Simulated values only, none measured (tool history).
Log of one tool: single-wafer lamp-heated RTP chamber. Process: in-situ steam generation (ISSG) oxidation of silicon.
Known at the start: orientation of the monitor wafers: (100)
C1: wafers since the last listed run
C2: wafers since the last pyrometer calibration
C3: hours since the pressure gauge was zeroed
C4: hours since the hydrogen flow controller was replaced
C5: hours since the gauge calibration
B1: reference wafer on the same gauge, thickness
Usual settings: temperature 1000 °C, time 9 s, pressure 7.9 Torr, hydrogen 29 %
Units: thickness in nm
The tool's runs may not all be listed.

Run 1, day 0.000: usual settings but temperature 1010 °C; C1 0; C2 5343; C3 2210.2; C4 3977.8; C5 1053.6; B1 4.697. Result: thickness 4.224 nm.
Run 2, day 2.467: usual settings; C1 818; C2 6161; C3 2269.4; C4 4037.0; C5 1112.8; B1 4.708. Result: thickness 4.132 nm.
At day 4.650: pyrometer window cleaned and pyrometer calibrated.
Run 3, day 5.117: usual settings but pressure 7.4 Torr, hydrogen 24 %; C1 768; C2 154; C3 2333.0; C4 4100.6; C5 1176.4; B1 4.700. Result: thickness 3.806 nm.
Run 4, day 8.275: usual settings but temperature 1013 °C; C1 1047; C2 1202; C3 2408.8; C4 4176.4; C5 1252.2; B1 4.690. Result: thickness 4.214 nm.
Run 5, day 11.254: usual settings but temperature 995 °C, time 6 s; C1 988; C2 2190; C3 2480.3; C4 4247.9; C5 1323.7; B1 4.698. Result: thickness 3.419 nm.
Run 6, day 15.183: usual settings; C1 1303; C2 3493; C3 2574.6; C4 4342.2; C5 1418.0; B1 4.703. Result: thickness 4.110 nm.
Run 7, day 18.817: usual settings but time 8 s; C1 1205; C2 4698; C3 2661.8; C4 4429.4; C5 1505.2; B1 4.696. Result: thickness 3.915 nm.
Run 8, day 20.517: usual settings but time 8 s; C1 563; C2 5262; C3 2702.6; C4 4470.2; C5 1546.0; B1 4.695. Result: thickness 3.889 nm.
Run 9, day 23.704: usual settings; C1 1057; C2 6320; C3 2779.1; C4 4546.7; C5 1622.5; B1 4.692. Result: thickness 4.133 nm.
At day 25.304: pyrometer window cleaned and pyrometer calibrated.
Run 10, day 25.575: usual settings but hydrogen 32 %; C1 510; C2 89; C3 2824.0; C4 4591.6; C5 1667.4; B1 4.711. Result: thickness 4.150 nm.
Run 11, day 27.179: usual settings but hydrogen 32 %; C1 532; C2 622; C3 2862.5; C4 4630.1; C5 1705.9; B1 4.690. Result: thickness 4.162 nm.
Run 12, day 29.854: usual settings but hydrogen 32 %; C1 887; C2 1509; C3 2926.7; C4 4694.3; C5 1770.1; B1 4.706. Result: thickness 4.186 nm.
Run 13, day 33.708: usual settings but temperature 992 °C, hydrogen 32 %; C1 1278; C2 2787; C3 3019.2; C4 4786.8; C5 1862.6; B1 4.700. Result: thickness 4.088 nm.
Run 14, day 38.000: usual settings; C1 1423; C2 4211; C3 3122.2; C4 4889.8; C5 1965.6; B1 4.702. Result: thickness 4.087 nm.
Run 15, day 42.738: usual settings; C1 1571; C2 5782; C3 3235.9; C4 5003.5; C5 2079.3; B1 4.700. Result: thickness 4.136 nm.
At day 44.871: pyrometer window cleaned and pyrometer calibrated.
At day 48.321: hydrogen flow controller replaced.
Run 16, day 54.212: usual settings but temperature 985 °C, hydrogen 32 %; C1 3585; C2 2988; C3 3511.3; C4 141.4; C5 2354.7; B1 4.696. Result: thickness 4.018 nm.
Run 17, day 56.888: usual settings but time 12 s, pressure 9.0 Torr, hydrogen 32 %; C1 887; C2 3876; C3 3575.5; C4 205.6; C5 2418.9; B1 4.703. Result: thickness 4.699 nm.
Run 18, day 59.983: usual settings but temperature 982 °C; C1 1026; C2 4903; C3 3649.8; C4 279.9; C5 2493.2; B1 4.698. Result: thickness 3.878 nm.
Run 19, day 61.629: usual settings but pressure 7.4 Torr; C1 545; C2 5449; C3 3689.3; C4 319.4; C5 2532.7; B1 4.690. Result: thickness 4.133 nm.
At day 65.692: pressure gauge zeroed.
Run 20, day 65.871: usual settings but temperature 981 °C, pressure 7.0 Torr, hydrogen 22 %; C1 1296; C2 6745; C3 4.3; C4 421.2; C5 2634.5; B1 4.702. Result: thickness 3.620 nm.
At day 68.533: gauge calibrated.
Run 21, day 68.908: usual settings but time 11 s; C1 1007; C2 7753; C3 77.2; C4 494.1; C5 9.0; B1 4.701. Result: thickness 4.540 nm.
At day 69.750: pyrometer window cleaned and pyrometer calibrated.
Run 22, day 71.650: usual settings but time 11 s, pressure 7.1 Torr, hydrogen 32 %; C1 798; C2 630; C3 143.0; C4 559.9; C5 74.8; B1 4.699. Result: thickness 4.528 nm.
Run 23, day 75.038: usual settings; C1 1123; C2 1754; C3 224.3; C4 641.2; C5 156.1; B1 4.700. Result: thickness 4.097 nm.
Run 24, day 81.362: usual settings but hydrogen 19 %; C1 2098; C2 3852; C3 376.1; C4 793.0; C5 307.9; B1 4.695. Result: thickness 3.645 nm.
Run 25, day 85.171: usual settings but temperature 1012 °C, time 6 s, hydrogen 21 %; C1 1263; C2 5115; C3 467.5; C4 884.4; C5 399.3; B1 4.695. Result: thickness 3.302 nm.
Run 26, day 89.388: usual settings but pressure 6.9 Torr; C1 1398; C2 6514; C3 568.7; C4 985.6; C5 500.5; B1 4.701. Result: thickness 4.188 nm.
Run 27, day 93.112: usual settings; C1 1235; C2 7749; C3 658.1; C4 1075.0; C5 589.9; B1 4.705. Result: thickness 4.190 nm.
At day 93.796: pyrometer window cleaned and pyrometer calibrated.
Run 28, day 94.625: usual settings; C1 391; C2 275; C3 694.4; C4 1111.3; C5 626.2; B1 4.702. Result: thickness 4.023 nm.
Run 29, day 98.662: usual settings; C1 1339; C2 1614; C3 791.3; C4 1208.2; C5 723.1; B1 4.700. Result: thickness 4.075 nm.
Run 30, day 100.825: usual settings but temperature 989 °C, pressure 9.2 Torr, hydrogen 32 %; C1 717; C2 2332; C3 843.2; C4 1260.1; C5 775.0; B1 4.693. Result: thickness 3.961 nm.
Run 31, day 103.371: usual settings but temperature 1006 °C, time 12 s, hydrogen 25 %; C1 844; C2 3176; C3 904.3; C4 1321.2; C5 836.1; B1 4.702. Result: thickness 4.521 nm.

4 ways to go on from here, each from the tool as it stands after run 31. What would each give?
Run A, day 103.388: usual settings; C1 5; C2 3182; C3 904.7; C4 1321.6; C5 836.5; B1 ?. Result: thickness ?.
Run B, day 103.388: usual settings but time 7 s, hydrogen 32 %; C1 5; C2 3182; C3 904.7; C4 1321.6; C5 836.5; B1 ?. Result: thickness ?.
Run C, day 103.388: usual settings but temperature 1013 °C, pressure 6.9 Torr, hydrogen 21 %; C1 5; C2 3182; C3 904.7; C4 1321.6; C5 836.5; B1 ?. Result: thickness ?.
Run D, day 103.388: usual settings but temperature 988 °C, time 6 s, pressure 8.5 Torr, hydrogen 32 %; C1 5; C2 3182; C3 904.7; C4 1321.6; C5 836.5; B1 ?. Result: thickness ?.

run     B1  thickness
  A  4.693      4.078
  B  4.693      3.799
  C  4.693      3.872
  D  4.693      3.440
Without the tool's hidden state the same runs would have given:
run  thickness
  A      4.019
  B      3.749
  C      3.810
  D      3.403
